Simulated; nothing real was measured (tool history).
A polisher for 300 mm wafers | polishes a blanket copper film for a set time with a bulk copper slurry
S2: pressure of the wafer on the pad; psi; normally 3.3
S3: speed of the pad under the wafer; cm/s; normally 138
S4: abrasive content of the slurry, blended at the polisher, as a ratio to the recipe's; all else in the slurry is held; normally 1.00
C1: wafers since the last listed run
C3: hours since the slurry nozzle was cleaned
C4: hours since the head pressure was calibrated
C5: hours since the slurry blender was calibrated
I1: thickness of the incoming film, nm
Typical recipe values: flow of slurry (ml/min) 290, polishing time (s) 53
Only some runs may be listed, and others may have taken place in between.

Run 1, hour 0.0: usual settings; C1 0; wafers polished on this pad 863; C3 307.7; C4 101.6; C5 360.4; I1 3288.9. Result: film removed (Å) 8089.
Run 2, hour 32.5: usual settings; C1 343; wafers polished on this pad 1207; C3 340.2; C4 134.1; C5 392.9; I1 3320.4. Result: film removed (Å) 7882.
Run 3, hour 58.0: usual settings; C1 269; wafers polished on this pad 1476; C3 365.7; C4 159.6; C5 418.4; I1 3262.4. Result: film removed (Å) 7912.
Run 4, hour 74.9: usual settings; C1 178; wafers polished on this pad 1655; C3 382.6; C4 176.5; C5 435.3; I1 3272.5. Result: film removed (Å) 8047.
Run 5, hour 99.9: usual settings but polishing time (s) 45; C1 264; wafers polished on this pad 1920; C3 407.6; C4 201.5; C5 460.3; I1 3303.8. Result: film removed (Å) 6537.
At hour 106.9: worn pad replaced by a new one.
Run 6, hour 129.1: usual settings; C1 266; wafers polished on this pad 234; C3 436.8; C4 230.7; C5 489.5; I1 3210.9. Result: film removed (Å) 8030.
At hour 131.9: slurry blender recalibrated.
Run 7, hour 143.2: usual settings; C1 128; wafers polished on this pad 362; C3 450.9; C4 244.8; C5 11.3; I1 3211.2. Result: film removed (Å) 7759.
Run 8, hour 156.8: usual settings; C1 143; wafers polished on this pad 506; C3 464.5; C4 258.4; C5 24.9; I1 3204.3. Result: film removed (Å) 7759.
Run 9, hour 182.1: usual settings but S4 1.05; C1 267; wafers polished on this pad 774; C3 489.8; C4 283.7; C5 50.2; I1 3263.6. Result: film removed (Å) 7998.
Run 10, hour 199.9: usual settings but S4 1.05; C1 188; wafers polished on this pad 962; C3 507.6; C4 301.5; C5 68.0; I1 3225.1. Result: film removed (Å) 7961.
Run 11, hour 222.5: usual settings but S4 1.05; C1 239; wafers polished on this pad 1201; C3 530.2; C4 324.1; C5 90.6; I1 3301.1. Result: film removed (Å) 8014.
At hour 252.0: worn pad replaced by a new one.
Run 12, hour 252.5: usual settings but S2 2.5 psi; C1 275; wafers polished on this pad 4; C3 560.2; C4 354.1; C5 120.6; I1 3277.6. Result: film removed (Å) 5852.
Run 13, hour 272.1: usual settings but S2 3.9 psi; C1 207; wafers polished on this pad 212; C3 579.8; C4 373.7; C5 140.2; I1 3291.7. Result: film removed (Å) 9515.
Run 14, hour 297.9: usual settings; C1 272; wafers polished on this pad 485; C3 605.6; C4 399.5; C5 166.0; I1 3286.0. Result: film removed (Å) 7798.
Run 15, hour 312.3: usual settings but polishing time (s) 59; C1 152; wafers polished on this pad 637; C3 620.0; C4 413.9; C5 180.4; I1 3308.0. Result: film removed (Å) 8834.
Run 16, hour 325.6: usual settings; C1 140; wafers polished on this pad 778; C3 633.3; C4 427.2; C5 193.7; I1 3280.8. Result: film removed (Å) 7778.
Run 17, hour 342.6: usual settings; C1 179; wafers polished on this pad 958; C3 650.3; C4 444.2; C5 210.7; I1 3222.8. Result: film removed (Å) 7854.
Run 18, hour 366.5: usual settings; C1 252; wafers polished on this pad 1210; C3 674.2; C4 468.1; C5 234.6; I1 3237.0. Result: film removed (Å) 8086.
Run 19, hour 393.5: usual settings but S3 100 cm/s, polishing time (s) 71; C1 285; wafers polished on this pad 1496; C3 701.2; C4 495.1; C5 261.6; I1 3295.2. Result: film removed (Å) 7785.
Run 20, hour 407.5: usual settings; C1 148; wafers polished on this pad 1644; C3 715.2; C4 509.1; C5 275.6; I1 3266.8. Result: film removed (Å) 7733.
At hour 415.8: worn pad replaced by a new one.
At hour 444.0: head pressure recalibrated.
Run 21, hour 504.4: usual settings but flow of slurry (ml/min) 380, S3 158 cm/s, polishing time (s) 67; C1 961; wafers polished on this pad 916; C3 812.1; C4 60.4; C5 372.5; I1 3294.8. Result: film removed (Å) 11378.
At hour 517.1: slurry nozzle cleaned.
Run 22, hour 522.9: usual settings but polishing time (s) 44; C1 185; wafers polished on this pad 1101; C3 5.8; C4 78.9; C5 391.0; I1 3277.8. Result: film removed (Å) 6494.
At hour 543.9: slurry blender recalibrated.
Run 23, hour 555.7: usual settings; C1 325; wafers polished on this pad 1427; C3 38.6; C4 111.7; C5 11.8; I1 3243.0. Result: film removed (Å) 7832.
At hour 585.8: worn pad replaced by a new one.
Run 24, hour 586.3: usual settings but flow of slurry (ml/min) 255, S2 2.9 psi, S4 0.70, polishing time (s) 65; C1 281; wafers polished on this pad 5; C3 69.2; C4 142.3; C5 42.4; I1 3268.6. Result: film removed (Å) 7736.
Run 25, hour 641.8: usual settings; C1 587; wafers polished on this pad 592; C3 124.7; C4 197.8; C5 97.9; I1 3284.6. Result: film removed (Å) 7838.
Run 26, hour 663.4: usual settings but S3 186 cm/s, polishing time (s) 70; C1 228; wafers polished on this pad 820; C3 146.3; C4 219.4; C5 119.5; I1 3228.0. Result: film removed (Å) 13781.
Run 27, hour 688.9: usual settings but flow of slurry (ml/min) 210, S3 152 cm/s; C1 269; wafers polished on this pad 1090; C3 171.8; C4 244.9; C5 145.0; I1 3276.5. Result: film removed (Å) 8308.
At hour 752.4: worn pad replaced by a new one.
Run 28, hour 789.1: usual settings but flow of slurry (ml/min) 260, S2 4.2 psi, S4 1.15, polishing time (s) 68; C1 1017; wafers polished on this pad 388; C3 272.0; C4 345.1; C5 245.2; I1 3246.7. Result: film removed (Å) 13248.
Run 29, hour 807.9: usual settings but flow of slurry (ml/min) 250; C1 198; wafers polished on this pad 586; C3 290.8; C4 363.9; C5 264.0; I1 3248.0. Result: film removed (Å) 7809.
Run 30, hour 843.1: usual settings but S2 2.3 psi, polishing time (s) 35; C1 372; wafers polished on this pad 959; C3 326.0; C4 399.1; C5 299.2; I1 3200.2. Result: film removed (Å) 3687.

Describe how what the log doesn't record of the tool's condition differs between the last listed run preceding each entry between runs and the first listed run following it.
Run 5 -> run 6: worn pad replaced by a new one (hour 106.9)
  the hidden state is the same at both runs
Run 6 -> run 7: slurry blender recalibrated (hour 131.9)
  the hidden state is the same at both runs
Run 11 -> run 12: worn pad replaced by a new one (hour 252.0)
  the hidden state is the same at both runs
Run 20 -> run 21: worn pad replaced by a new one (hour 415.8); head pressure recalibrated (hour 444.0)
  the hidden state is the same at both runs
Run 21 -> run 22: slurry nozzle cleaned (hour 517.1)
  the hidden state is the same at both runs
Run 22 -> run 23: slurry blender recalibrated (hour 543.9)
  the hidden state is the same at both runs
Run 23 -> run 24: worn pad replaced by a new one (hour 585.8)
  the hidden state is the same at both runs
Run 27 -> run 28: worn pad replaced by a new one (hour 752.4)
  the hidden state is the same at both runs
